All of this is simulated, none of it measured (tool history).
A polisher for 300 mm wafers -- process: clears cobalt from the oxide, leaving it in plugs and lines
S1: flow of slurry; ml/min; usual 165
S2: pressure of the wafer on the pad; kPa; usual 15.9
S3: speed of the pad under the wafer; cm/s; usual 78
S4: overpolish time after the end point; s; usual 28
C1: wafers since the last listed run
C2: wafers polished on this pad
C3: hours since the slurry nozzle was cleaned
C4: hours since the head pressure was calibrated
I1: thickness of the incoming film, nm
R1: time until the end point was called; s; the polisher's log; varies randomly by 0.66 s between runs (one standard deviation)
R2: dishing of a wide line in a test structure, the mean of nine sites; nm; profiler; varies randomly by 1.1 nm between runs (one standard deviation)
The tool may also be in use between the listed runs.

run   hour   S1    S2   S3  S4   C1    C2     C3      C4     I1    R1    R2
  1    0.0  165  15.9   78  28    0  1423   31.1  1373.8  178.9  43.1  66.0
      11.2  -- worn pad replaced by a new one
  2   28.7  165  15.9   78  28  281   199   59.8  1402.5  178.2  43.6  64.0
  3   54.8  165  15.9   78  28  297   497   85.9  1428.6  179.2  44.9  64.1
  4   98.7  185  15.9   78  39  500   998  129.8  1472.5  180.4  43.9  73.7
     128.6  -- worn pad replaced by a new one
  5  162.8  185  15.9   78  39  685   390  193.9  1536.6  179.4  43.4  72.8
  6  208.8  165  15.9   78  28  524   915  239.9  1582.6  178.1  44.8  65.2
     221.9  -- head pressure recalibrated
     231.4  -- slurry nozzle cleaned
     248.5  -- worn pad replaced by a new one
  7  274.0  165  15.9   78  28  664   291   42.6    52.1  180.2  50.7  61.2
  8  307.0  165  15.9   78  28  376   668   75.6    85.1  178.4  49.2  63.6
  9  333.1  165  11.0   62  45  297   965  101.7   111.2  179.4  84.7  59.2
     367.8  -- worn pad replaced by a new one
 10  374.5  165  15.9  100  37  426    76  143.1   152.6  183.0  40.6  74.9
 11  406.1  145  13.8   50  15  360   436  174.7   184.2  180.3  79.5  30.1
 12  470.1  210  15.9   66  42  730  1167  238.7   248.2  181.1  53.9  72.8
     494.1  -- worn pad replaced by a new one
     524.8  -- slurry nozzle cleaned
 13  537.4  120  13.1   90  24  710   482   12.6   315.5  177.8  52.8  54.8
 14  565.1  205  15.9   78  40  316   798   40.3   343.2  176.2  45.1  72.8
 15  608.2  195  12.4   60  23  491  1290   83.4   386.3  177.7  71.6  44.6
     643.3  -- worn pad replaced by a new one
 16  667.6  165  15.9   78  28  632   277  142.8   445.7  183.6  48.3  63.0

Hidden state or all else? Some run-to-run changes of R1, split into what the settings, what came in and random variation would give without the hidden state, and what is left for the hidden state (with any gauge scatter that isn't in both results):
Unlogged tool condition in this case: removal rate lost through wear of the pad, %; slurry flow missing at the pad, %; deviation of the head's pressure from its setpoint, %.
Run 6 -> 7: head pressure recalibrated, slurry nozzle cleaned, worn pad replaced by a new one. R1 +5.9 s: hidden state +5.8, all else +0.1.
Run 9 -> 10: S2 11.0 -> 15.9, S3 62 -> 100, S4 45 -> 37, worn pad replaced by a new one. R1 -44.1 s: hidden state +0.7, all else -44.8.

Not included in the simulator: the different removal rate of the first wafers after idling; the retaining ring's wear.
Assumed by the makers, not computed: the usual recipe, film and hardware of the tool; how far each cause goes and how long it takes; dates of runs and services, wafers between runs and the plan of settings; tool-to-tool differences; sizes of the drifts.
